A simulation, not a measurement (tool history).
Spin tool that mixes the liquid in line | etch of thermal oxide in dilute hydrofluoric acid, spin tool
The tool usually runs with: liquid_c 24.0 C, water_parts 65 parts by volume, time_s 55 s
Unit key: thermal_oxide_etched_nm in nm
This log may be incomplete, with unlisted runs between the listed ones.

run	hour	liquid_c	water_parts	time_s	read-back film thickness of the thermal oxide reference wafer, read on the same gauge (nm)	thermal_oxide_etched_nm
1	0.0	23.0	65	55	100.007	3.787
2	34.5	24.0	45	55	100.006	5.808
3	56.1	24.0	45	55	99.984	5.726
4	86.1	24.0	65	55	99.997	3.842
5	105.6	24.0	65	55	99.993	3.856
6	130.4	24.0	65	55	100.000	3.864
7	162.0	24.0	65	55	100.002	3.846
8	189.7	24.0	65	55	99.996	3.889
9	210.6	24.0	45	75	99.979	7.669
10	278.8	24.0	45	75	99.998	7.638
# hour 298.0: thermometer replaced
11	309.8	24.0	45	75	100.008	8.634
12	322.5	24.0	55	55	100.009	5.080
13	344.2	24.0	55	55	99.978	5.117
14	377.0	24.0	65	40	99.999	3.071
15	396.2	24.0	70	55	100.006	3.922
16	413.1	24.0	65	55	100.000	4.271
# hour 421.7: hydrofluoric acid flow meter replaced
17	441.0	28.5	65	55	100.011	5.097
18	457.6	26.5	85	90	100.005	5.719
19	473.1	20.0	45	45	100.002	4.316
20	501.5	22.0	65	90	99.996	6.337
# hour 512.4: gauge calibrated
21	535.4	24.0	45	75	100.006	8.543
22	559.3	24.0	65	55	99.992	4.191
23	594.2	20.5	85	55	100.006	2.713
24	609.8	24.0	55	40	100.006	3.616
25	681.9	27.0	75	30	99.999	2.184
26	709.2	24.0	65	55	99.991	4.134
27	731.8	24.0	65	55	100.005	4.131
28	749.2	24.0	65	55	100.004	4.090
29	776.8	24.0	75	25	99.991	1.605
30	800.6	21.0	75	35	100.018	1.984
31	828.3	21.0	85	65	99.998	3.231
32	900.5	24.0	50	55	100.017	5.449

Measured result minus the same run's result without the hidden state. Both carry the same run-to-run variation, though not necessarily the same gauge scatter:
The tool's hidden condition here consists of: liquid colder than its thermometer reads (K); hydrofluoric acid flow below the setpoint (%); gauge reads high (%).
run	thermal_oxide_etched_nm
1	-0.370
2	-0.588
3	-0.587
4	-0.396
5	-0.405
6	-0.413
7	-0.421
8	-0.434
9	-0.882
10	-0.922
11	-0.022
12	-0.017
13	-0.026
14	-0.023
15	-0.033
16	-0.042
17	-0.058
18	-0.070
19	-0.063
20	-0.103
21	-0.160
22	-0.084
23	-0.062
24	-0.087
25	-0.061
26	-0.129
27	-0.135
28	-0.139
29	-0.058
30	-0.077
31	-0.129
32	-0.249

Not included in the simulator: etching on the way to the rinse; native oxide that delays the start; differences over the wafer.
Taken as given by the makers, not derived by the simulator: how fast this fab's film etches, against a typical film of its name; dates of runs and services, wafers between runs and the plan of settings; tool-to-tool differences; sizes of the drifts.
